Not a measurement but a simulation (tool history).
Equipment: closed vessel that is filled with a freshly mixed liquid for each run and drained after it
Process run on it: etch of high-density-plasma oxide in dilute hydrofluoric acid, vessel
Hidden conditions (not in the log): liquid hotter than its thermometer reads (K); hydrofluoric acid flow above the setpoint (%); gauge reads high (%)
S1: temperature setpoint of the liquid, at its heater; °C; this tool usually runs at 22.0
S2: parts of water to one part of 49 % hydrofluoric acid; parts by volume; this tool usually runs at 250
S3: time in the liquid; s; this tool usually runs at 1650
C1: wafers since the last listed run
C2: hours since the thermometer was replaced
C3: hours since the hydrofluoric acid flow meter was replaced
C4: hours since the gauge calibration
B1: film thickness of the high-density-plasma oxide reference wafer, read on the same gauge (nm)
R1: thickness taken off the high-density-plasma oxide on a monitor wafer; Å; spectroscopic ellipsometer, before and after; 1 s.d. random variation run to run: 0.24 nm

Run 1, hour 0.0: usual settings; C1 0; C2 381.8; C3 1059.1; C4 35.4; B1 50.00. Result: R1 354.0 Å.
Run 2, hour 73.6: usual settings; C1 3332; C2 455.4; C3 1132.7; C4 109.0; B1 49.99. Result: R1 349.6 Å.
Run 3, hour 200.6: usual settings; C1 5750; C2 582.4; C3 1259.7; C4 236.0; B1 49.99. Result: R1 358.8 Å.
Run 4, hour 250.9: usual settings; C1 2277; C2 632.7; C3 1310.0; C4 286.3; B1 50.01. Result: R1 356.7 Å.
Run 5, hour 371.4: usual settings but S3 1860 s; C1 5456; C2 753.2; C3 1430.5; C4 406.8; B1 50.02. Result: R1 400.8 Å.
At hour 382.8: hydrofluoric acid flow meter replaced.
Run 6, hour 439.4: usual settings but S3 2115 s; C1 3033; C2 821.2; C3 56.6; C4 474.8; B1 49.99. Result: R1 466.1 Å.
Run 7, hour 500.7: usual settings but S3 2115 s; C1 2775; C2 882.5; C3 117.9; C4 536.1; B1 50.00. Result: R1 463.1 Å.
Run 8, hour 568.3: usual settings; C1 3060; C2 950.1; C3 185.5; C4 603.7; B1 49.99. Result: R1 362.8 Å.
Run 9, hour 671.7: usual settings but S2 210 parts by volume; C1 4681; C2 1053.5; C3 288.9; C4 707.1; B1 50.00. Result: R1 454.2 Å.
Run 10, hour 742.6: usual settings but S2 305 parts by volume, S3 2480 s; C1 3210; C2 1124.4; C3 359.8; C4 778.0; B1 50.00. Result: R1 428.7 Å.
Run 11, hour 817.1: usual settings; C1 3373; C2 1198.9; C3 434.3; C4 852.5; B1 50.00. Result: R1 368.5 Å.
At hour 866.0: gauge calibrated.
At hour 893.9: thermometer replaced.
Run 12, hour 903.3: usual settings but S2 305 parts by volume, S3 2480 s; C1 3857; C2 9.4; C3 520.5; C4 37.3; B1 49.99. Result: R1 406.3 Å.
Run 13, hour 1045.5: usual settings; C1 6438; C2 151.6; C3 662.7; C4 179.5; B1 49.99. Result: R1 347.1 Å.
Run 14, hour 1086.6: usual settings but S1 25.5 °C, S2 345 parts by volume, S3 1990 s; C1 1860; C2 192.7; C3 703.8; C4 220.6; B1 50.00. Result: R1 315.6 Å.
Run 15, hour 1161.8: usual settings but S2 285 parts by volume, S3 1190 s; C1 3404; C2 267.9; C3 779.0; C4 295.8; B1 50.02. Result: R1 215.4 Å.
Run 16, hour 1205.7: usual settings but S1 18.5 °C, S2 140 parts by volume; C1 1987; C2 311.8; C3 822.9; C4 339.7; B1 50.00. Result: R1 612.6 Å.

Give the tool's hidden conditions for every run:
hydrofluoric acid flow above the setpoint (%): 0 at every run
gauge reads high (%): 0 at every run
H1: liquid hotter than its thermometer reads (K)
run     H1
  1  0.787
  2  0.884
  3   1.05
  4   1.12
  5   1.27
  6   1.36
  7   1.44
  8   1.53
  9   1.67
 10   1.76
 11   1.86
 12  0.159
 13  0.346
 14    0.4
 15  0.499
 16  0.556
